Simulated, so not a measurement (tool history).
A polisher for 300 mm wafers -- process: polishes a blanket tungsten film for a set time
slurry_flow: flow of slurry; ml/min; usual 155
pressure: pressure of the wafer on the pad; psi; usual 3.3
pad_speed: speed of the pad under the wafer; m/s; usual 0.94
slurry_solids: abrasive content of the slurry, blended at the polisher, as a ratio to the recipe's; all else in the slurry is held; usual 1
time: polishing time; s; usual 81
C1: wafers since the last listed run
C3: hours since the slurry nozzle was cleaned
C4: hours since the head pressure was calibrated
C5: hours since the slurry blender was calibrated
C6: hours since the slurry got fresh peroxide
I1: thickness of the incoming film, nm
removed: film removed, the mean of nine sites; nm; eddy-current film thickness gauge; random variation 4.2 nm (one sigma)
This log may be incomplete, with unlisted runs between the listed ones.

{"run": 1, "hour": 0.0, "slurry_flow": 155, "pressure": 3.3, "pad_speed": 0.94, "slurry_solids": 1, "time": 81, "C1": 0, "wafers polished on this pad": 548, "C3": 600.3, "C4": 1038.6, "C5": 167, "C6": 31.4, "I1": 937.9, "removed": 353}
{"run": 2, "hour": 25.3, "slurry_flow": 155, "pressure": 3.3, "pad_speed": 0.94, "slurry_solids": 1, "time": 81, "C1": 228, "wafers polished on this pad": 776, "C3": 625.6, "C4": 1063.9, "C5": 192.3, "C6": 56.7, "I1": 948, "removed": 342.2}
{"hour": 51.1, "done": "worn pad replaced by a new one"}
{"run": 3, "hour": 53.4, "slurry_flow": 155, "pressure": 3.3, "pad_speed": 0.94, "slurry_solids": 1, "time": 81, "C1": 217, "wafers polished on this pad": 20, "C3": 653.7, "C4": 1092, "C5": 220.4, "C6": 84.8, "I1": 937.9, "removed": 341.1}
{"run": 4, "hour": 66.3, "slurry_flow": 155, "pressure": 3.3, "pad_speed": 0.94, "slurry_solids": 1, "time": 81, "C1": 116, "wafers polished on this pad": 137, "C3": 666.6, "C4": 1104.9, "C5": 233.3, "C6": 97.7, "I1": 927.5, "removed": 354.9}
{"run": 5, "hour": 83.8, "slurry_flow": 155, "pressure": 3.3, "pad_speed": 0.94, "slurry_solids": 1, "time": 81, "C1": 157, "wafers polished on this pad": 295, "C3": 684.1, "C4": 1122.4, "C5": 250.8, "C6": 115.2, "I1": 919.9, "removed": 347.4}
{"hour": 98.9, "done": "slurry nozzle cleaned"}
{"hour": 100.2, "done": "slurry tank refilled with fresh slurry and peroxide"}
{"run": 6, "hour": 104.9, "slurry_flow": 145, "pressure": 3.3, "pad_speed": 0.94, "slurry_solids": 1, "time": 81, "C1": 172, "wafers polished on this pad": 467, "C3": 6, "C4": 1143.5, "C5": 271.9, "C6": 4.7, "I1": 950.8, "removed": 336.1}
{"hour": 126.3, "done": "head pressure recalibrated"}
{"run": 7, "hour": 131.5, "slurry_flow": 155, "pressure": 3.3, "pad_speed": 0.94, "slurry_solids": 1, "time": 81, "C1": 222, "wafers polished on this pad": 689, "C3": 32.6, "C4": 5.2, "C5": 298.5, "C6": 31.3, "I1": 927.2, "removed": 335.6}
{"run": 8, "hour": 147.5, "slurry_flow": 120, "pressure": 3.3, "pad_speed": 0.94, "slurry_solids": 1, "time": 81, "C1": 144, "wafers polished on this pad": 834, "C3": 48.6, "C4": 21.2, "C5": 314.5, "C6": 47.3, "I1": 947.2, "removed": 323.7}
{"hour": 160.7, "done": "worn pad replaced by a new one"}
{"run": 9, "hour": 172.1, "slurry_flow": 155, "pressure": 3.3, "pad_speed": 0.94, "slurry_solids": 1, "time": 81, "C1": 185, "wafers polished on this pad": 103, "C3": 73.2, "C4": 45.8, "C5": 339.1, "C6": 71.9, "I1": 930.2, "removed": 338.8}
{"run": 10, "hour": 189.0, "slurry_flow": 155, "pressure": 2.3, "pad_speed": 0.94, "slurry_solids": 1, "time": 81, "C1": 152, "wafers polished on this pad": 255, "C3": 90.1, "C4": 62.7, "C5": 356, "C6": 88.8, "I1": 951.5, "removed": 236.2}
{"hour": 204.5, "done": "slurry blender recalibrated"}
{"run": 11, "hour": 205.0, "slurry_flow": 115, "pressure": 3.3, "pad_speed": 0.94, "slurry_solids": 1, "time": 100, "C1": 126, "wafers polished on this pad": 382, "C3": 106.1, "C4": 78.7, "C5": 0.5, "C6": 104.8, "I1": 929.9, "removed": 426.3}
{"run": 12, "hour": 214.9, "slurry_flow": 155, "pressure": 3.3, "pad_speed": 0.94, "slurry_solids": 1, "time": 81, "C1": 89, "wafers polished on this pad": 471, "C3": 116, "C4": 88.6, "C5": 10.4, "C6": 114.7, "I1": 948.9, "removed": 372.5}
{"hour": 238.3, "done": "slurry tank refilled with fresh slurry and peroxide"}
{"hour": 253.2, "done": "worn pad replaced by a new one"}
{"run": 13, "hour": 253.7, "slurry_flow": 155, "pressure": 3.3, "pad_speed": 0.94, "slurry_solids": 1.1, "time": 81, "C1": 305, "wafers polished on this pad": 4, "C3": 154.8, "C4": 127.4, "C5": 49.2, "C6": 15.4, "I1": 952.5, "removed": 369.1}
{"run": 14, "hour": 277.2, "slurry_flow": 155, "pressure": 4.3, "pad_speed": 0.94, "slurry_solids": 1, "time": 81, "C1": 212, "wafers polished on this pad": 217, "C3": 178.3, "C4": 150.9, "C5": 72.7, "C6": 38.9, "I1": 939.1, "removed": 464.1}

Consider 5 possible next runs. They are alternatives, not a sequence: every one starts from the tool as it was left by run 14. What does each give?
{"run": "A", "hour": 277.7, "slurry_flow": 155, "pressure": 3.3, "pad_speed": 0.94, "slurry_solids": 1, "time": 81, "C1": 4, "wafers polished on this pad": 221, "C3": 178.8, "C4": 151.4, "C5": 73.2, "C6": 39.4, "I1": 929.8, "removed": "?"}
{"run": "B", "hour": 277.7, "slurry_flow": 125, "pressure": 2.7, "pad_speed": 0.94, "slurry_solids": 1, "time": 89, "C1": 4, "wafers polished on this pad": 221, "C3": 178.8, "C4": 151.4, "C5": 73.2, "C6": 39.4, "I1": 929.8, "removed": "?"}
{"run": "C", "hour": 277.7, "slurry_flow": 170, "pressure": 3.3, "pad_speed": 0.94, "slurry_solids": 1.1, "time": 81, "C1": 4, "wafers polished on this pad": 221, "C3": 178.8, "C4": 151.4, "C5": 73.2, "C6": 39.4, "I1": 929.8, "removed": "?"}
{"run": "D", "hour": 277.7, "slurry_flow": 155, "pressure": 3.8, "pad_speed": 0.94, "slurry_solids": 1, "time": 81, "C1": 4, "wafers polished on this pad": 221, "C3": 178.8, "C4": 151.4, "C5": 73.2, "C6": 39.4, "I1": 929.8, "removed": "?"}
{"run": "E", "hour": 277.7, "slurry_flow": 155, "pressure": 3.3, "pad_speed": 1.2, "slurry_solids": 1, "time": 81, "C1": 4, "wafers polished on this pad": 221, "C3": 178.8, "C4": 151.4, "C5": 73.2, "C6": 39.4, "I1": 929.8, "removed": "?"}

run=A removed=361
run=B removed=310.3
run=C removed=373.1
run=D removed=415.7
run=E removed=460.9
Without the tool's unlogged condition, the same runs would have read:
run=A removed=373
run=B removed=320.6
run=C removed=385.7
run=D removed=429.6
run=E removed=476.2

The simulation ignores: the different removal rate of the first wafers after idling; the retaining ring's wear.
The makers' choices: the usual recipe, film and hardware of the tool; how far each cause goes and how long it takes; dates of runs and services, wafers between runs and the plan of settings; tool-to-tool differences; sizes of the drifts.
